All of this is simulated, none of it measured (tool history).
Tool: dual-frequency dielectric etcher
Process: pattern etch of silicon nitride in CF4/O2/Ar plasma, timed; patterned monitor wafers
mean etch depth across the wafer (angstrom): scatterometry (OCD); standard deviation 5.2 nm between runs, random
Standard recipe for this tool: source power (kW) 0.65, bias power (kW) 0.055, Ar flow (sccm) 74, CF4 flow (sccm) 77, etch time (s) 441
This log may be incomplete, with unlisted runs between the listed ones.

run,hour,source power (kW),bias power (kW),Ar flow (sccm),CF4 flow (sccm),etch time (s),"read-back reference wafer on the same gauge, depth_nm",mean etch depth across the wafer (angstrom)
1,0,0.65,0.055,74,77,441,866.3,9659
2,6.4,0.65,0.055,86,77,441,862.1,9496
3,13.9,0.78,0.045,74,77,351.5,864.5,8072
# hour 48.8: upper electrode replaced
4,49.3,0.65,0.055,74,85,441,865.5,9664
5,49.7,0.65,0.063,74,77,483,865.9,10996
6,58,0.58,0.055,74,92,441,864.1,8958
7,65.1,0.65,0.044,85,95,404,865.8,8116
8,71.3,0.58,0.055,74,92,441,865.3,8871
# hour 77.5: gauge calibrated
9,84.6,0.65,0.06,74,88,441,863.1,10013
10,100.9,0.8,0.055,69,77,441,864.2,11115
11,111.6,0.6,0.061,74,93,441,864.9,9549
12,121.1,0.55,0.055,74,77,441,865.4,8425
13,135.5,0.65,0.067,65,77,534.5,865.3,12499
# hour 151.3: CF4 flow controller replaced
14,151.8,0.77,0.055,74,77,441,865.1,10686

The next listed run, before its measurement:
15,162.1,0.79,0.043,90,77,441,?,?

Run 15 came out at read-back reference wafer on the same gauge, depth_nm 865.5, mean etch depth across the wafer (angstrom) 9731.
Take away the tool's hidden state, keep the run-to-run variation as it was, and the same run would have given mean etch depth across the wafer (angstrom) 9934.

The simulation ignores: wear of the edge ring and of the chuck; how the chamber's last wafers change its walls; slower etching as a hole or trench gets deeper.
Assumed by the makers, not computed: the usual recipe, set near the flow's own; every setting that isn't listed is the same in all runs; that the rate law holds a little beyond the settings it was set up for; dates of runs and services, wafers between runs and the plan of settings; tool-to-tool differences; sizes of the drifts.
